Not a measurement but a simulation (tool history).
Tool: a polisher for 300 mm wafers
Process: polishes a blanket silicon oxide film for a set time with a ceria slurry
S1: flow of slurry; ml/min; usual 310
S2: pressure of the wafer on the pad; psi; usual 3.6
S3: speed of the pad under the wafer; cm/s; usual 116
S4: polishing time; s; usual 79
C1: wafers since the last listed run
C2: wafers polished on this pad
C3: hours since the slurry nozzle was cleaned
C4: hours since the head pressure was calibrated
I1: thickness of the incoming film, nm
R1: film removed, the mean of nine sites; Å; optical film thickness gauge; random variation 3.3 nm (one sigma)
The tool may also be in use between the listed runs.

run 1 hour=0 | S1=310 S2=3.6 S3=116 S4=79 | C1=0 C2=678 C3=388.8 C4=1250.4 | I1=1305.9 | R1=3835
run 2 hour=13.4 | S1=310 S2=3.6 S3=116 S4=88 | C1=146 C2=824 C3=402.2 C4=1263.8 | I1=1315.5 | R1=4309
run 3 hour=22.1 | S1=310 S2=3.6 S3=116 S4=88 | C1=94 C2=919 C3=410.9 C4=1272.5 | I1=1309.4 | R1=4226
-- hour=30.7 worn pad replaced by a new one
run 4 hour=37.4 | S1=310 S2=3.6 S3=116 S4=79 | C1=123 C2=73 C3=426.2 C4=1287.8 | I1=1314.3 | R1=3934
run 5 hour=47.7 | S1=310 S2=3.6 S3=116 S4=79 | C1=112 C2=185 C3=436.5 C4=1298.1 | I1=1304.2 | R1=3906
run 6 hour=61.5 | S1=310 S2=3.6 S3=116 S4=79 | C1=150 C2=336 C3=450.3 C4=1311.9 | I1=1312.6 | R1=3803
run 7 hour=76.2 | S1=310 S2=3.6 S3=116 S4=79 | C1=160 C2=496 C3=465 C4=1326.6 | I1=1317.5 | R1=3841
run 8 hour=93 | S1=310 S2=2.9 S3=140 S4=79 | C1=183 C2=680 C3=481.8 C4=1343.4 | I1=1309 | R1=3870
run 9 hour=107.9 | S1=310 S2=2.9 S3=140 S4=79 | C1=162 C2=842 C3=496.7 C4=1358.3 | I1=1304.2 | R1=3837
-- hour=117.2 worn pad replaced by a new one
run 10 hour=117.7 | S1=310 S2=3.6 S3=116 S4=79 | C1=63 C2=5 C3=506.5 C4=1368.1 | I1=1322.3 | R1=3934
run 11 hour=130.6 | S1=310 S2=4.5 S3=116 S4=87 | C1=140 C2=146 C3=519.4 C4=1381 | I1=1292 | R1=5077
run 12 hour=137.8 | S1=310 S2=2.8 S3=116 S4=79 | C1=78 C2=224 C3=526.6 C4=1388.2 | I1=1310.6 | R1=3142
run 13 hour=147.7 | S1=310 S2=3.6 S3=116 S4=79 | C1=108 C2=332 C3=536.5 C4=1398.1 | I1=1299.6 | R1=3787
run 14 hour=160.4 | S1=310 S2=3.6 S3=116 S4=79 | C1=138 C2=471 C3=549.2 C4=1410.8 | I1=1292.4 | R1=3757
run 15 hour=167.7 | S1=310 S2=3.6 S3=116 S4=79 | C1=79 C2=551 C3=556.5 C4=1418.1 | I1=1320.6 | R1=3718
run 16 hour=184.2 | S1=310 S2=4.4 S3=116 S4=79 | C1=180 C2=731 C3=573 C4=1434.6 | I1=1302.6 | R1=4315
-- hour=190.4 worn pad replaced by a new one
run 17 hour=198.4 | S1=310 S2=4.3 S3=116 S4=79 | C1=111 C2=87 C3=587.2 C4=1448.8 | I1=1320.3 | R1=4364
run 18 hour=215.4 | S1=310 S2=4.3 S3=116 S4=79 | C1=185 C2=272 C3=604.2 C4=1465.8 | I1=1303.1 | R1=4333
run 19 hour=223.1 | S1=370 S2=2.3 S3=100 S4=94 | C1=84 C2=356 C3=611.9 C4=1473.5 | I1=1303.8 | R1=2825
-- hour=240.1 head pressure recalibrated
run 20 hour=240.6 | S1=310 S2=3.2 S3=116 S4=79 | C1=169 C2=525 C3=629.4 C4=0.5 | I1=1306.6 | R1=3325
run 21 hour=248.3 | S1=310 S2=3.6 S3=116 S4=88 | C1=84 C2=609 C3=637.1 C4=8.2 | I1=1320.6 | R1=4115
run 22 hour=255.9 | S1=370 S2=2.5 S3=116 S4=89 | C1=82 C2=692 C3=644.7 C4=15.8 | I1=1287.8 | R1=3206
-- hour=261.3 slurry nozzle cleaned
run 23 hour=266.2 | S1=245 S2=4 S3=116 S4=98 | C1=101 C2=794 C3=4.9 C4=26.1 | I1=1311.4 | R1=5099
run 24 hour=275.4 | S1=355 S2=2.3 S3=80 S4=58 | C1=100 C2=894 C3=14.1 C4=35.3 | I1=1320.2 | R1=1396
-- hour=279.9 worn pad replaced by a new one
run 25 hour=288.1 | S1=245 S2=4.5 S3=152 S4=79 | C1=94 C2=89 C3=26.8 C4=48 | I1=1304.1 | R1=6216
run 26 hour=294.9 | S1=310 S2=3.6 S3=152 S4=105 | C1=74 C2=163 C3=33.6 C4=54.8 | I1=1318.9 | R1=7031
run 27 hour=311.2 | S1=310 S2=4.5 S3=116 S4=63 | C1=177 C2=341 C3=49.9 C4=71.1 | I1=1307.5 | R1=3738
run 28 hour=319.9 | S1=230 S2=2.7 S3=116 S4=92 | C1=94 C2=436 C3=58.6 C4=79.8 | I1=1316.2 | R1=3570
run 29 hour=337 | S1=310 S2=3.6 S3=88 S4=79 | C1=186 C2=622 C3=75.7 C4=96.9 | I1=1333.7 | R1=2989
run 30 hour=344.9 | S1=310 S2=3.6 S3=116 S4=79 | C1=86 C2=708 C3=83.6 C4=104.8 | I1=1307.2 | R1=3975
run 31 hour=352.1 | S1=310 S2=3.6 S3=116 S4=79 | C1=78 C2=787 C3=90.8 C4=112 | I1=1285.2 | R1=3912
-- hour=359.4 worn pad replaced by a new one
run 32 hour=368.2 | S1=310 S2=3.6 S3=116 S4=79 | C1=132 C2=95 C3=106.9 C4=128.1 | I1=1326.3 | R1=4049
run 33 hour=376.1 | S1=310 S2=3.6 S3=96 S4=79 | C1=86 C2=182 C3=114.8 C4=136 | I1=1311.3 | R1=3350
run 34 hour=383 | S1=310 S2=3.6 S3=116 S4=79 | C1=75 C2=257 C3=121.7 C4=142.9 | I1=1309.9 | R1=3953
run 35 hour=398.1 | S1=210 S2=4.9 S3=116 S4=79 | C1=164 C2=422 C3=136.8 C4=158 | I1=1309.6 | R1=4843
run 36 hour=408.5 | S1=310 S2=3.6 S3=116 S4=79 | C1=113 C2=535 C3=147.2 C4=168.4 | I1=1304.3 | R1=3904
run 37 hour=420.4 | S1=310 S2=4.2 S3=98 S4=79 | C1=129 C2=665 C3=159.1 C4=180.3 | I1=1318 | R1=3720

Measured less the same run without the tool's hidden state. The same run-to-run variation is in both; the gauge's scatter may not be:
The hidden state here: removal rate lost through wear of the pad, %; slurry flow missing at the pad, %; deviation of the head's pressure from its setpoint, %.
run=1 R1=-213
run=2 R1=-279
run=3 R1=-300
run=4 R1=-122
run=5 R1=-148
run=6 R1=-180
run=7 R1=-223
run=8 R1=-271
run=9 R1=-312
run=10 R1=-184
run=11 R1=-286
run=12 R1=-194
run=13 R1=-263
run=14 R1=-299
run=15 R1=-318
run=16 R1=-429
run=17 R1=-280
run=18 R1=-341
run=19 R1=-212
run=20 R1=-339
run=21 R1=-449
run=22 R1=-332
run=23 R1=-249
run=24 R1=-75
run=25 R1=-50
run=26 R1=-80
run=27 R1=-76
run=28 R1=-92
run=29 R1=-104
run=30 R1=-156
run=31 R1=-171
run=32 R1=-50
run=33 R1=-56
run=34 R1=-82
run=35 R1=-149
run=36 R1=-138
run=37 R1=-158
